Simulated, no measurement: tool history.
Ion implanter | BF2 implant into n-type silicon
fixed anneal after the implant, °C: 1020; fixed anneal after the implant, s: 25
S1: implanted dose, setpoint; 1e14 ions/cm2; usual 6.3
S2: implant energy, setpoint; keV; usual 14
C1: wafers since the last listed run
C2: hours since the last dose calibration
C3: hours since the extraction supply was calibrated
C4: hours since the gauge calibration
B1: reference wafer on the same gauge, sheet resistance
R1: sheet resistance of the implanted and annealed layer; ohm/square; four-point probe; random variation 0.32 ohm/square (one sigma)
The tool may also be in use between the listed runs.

run   hour    S1    S2    C1      C2      C3     C4      B1      R1
  1      0   6.3    14     0    1382  5244.6  659.9     171  213.86
  2   60.9  4.88    14  1310  1442.9  5305.5  720.8  170.97   253.1
  3    103  4.88    14   905    1485  5347.6  762.9  170.96  253.43
  4  165.9   6.3    14  1353  1547.9  5410.5  825.8  170.99  213.83
  5  260.3   6.3    14  2031  1642.3  5504.9  920.2  171.04  213.84
  6  306.2  5.03    16   987  1688.2  5550.8  966.1     171  241.14
     341.6  -- gauge calibrated
  7  360.8   6.3    14  1174  1742.8  5605.4   19.2  170.95  213.74
     449.9  -- Faraday cup replaced and dose calibrated
  8  456.2   6.3    14  1880     6.3  5700.8  114.6  170.93  211.44
  9    514  4.93    19  1243    64.1  5758.6  172.4  170.95  234.31
 10  557.7  6.81    12   940   107.8  5802.3  216.1  171.01  210.25
 11  613.9  6.82    14  1209     164  5858.5  272.3  170.96  201.88
     633.3  -- extraction supply calibrated
 12  720.9   6.3    14  2130     271    87.6  379.3  171.01   212.1
 13  823.4   5.6    11  2205   373.5   190.1  481.8  170.95  244.25
 14  870.6  6.92  18.5  1015   420.7   237.3    529     171  186.73
 15  935.1  7.72  15.5  1387   485.2   301.8  593.5  170.99  182.77

Run 16 comes next. What will it give?
 16  1030.8  4.53  17  2059  580.9  397.5  689.2   ?   ?

Run 16 gave B1 170.95, R1 255.82 ohm/square.
Without the tool's hidden state the same run would have given R1 254.58 ohm/square.

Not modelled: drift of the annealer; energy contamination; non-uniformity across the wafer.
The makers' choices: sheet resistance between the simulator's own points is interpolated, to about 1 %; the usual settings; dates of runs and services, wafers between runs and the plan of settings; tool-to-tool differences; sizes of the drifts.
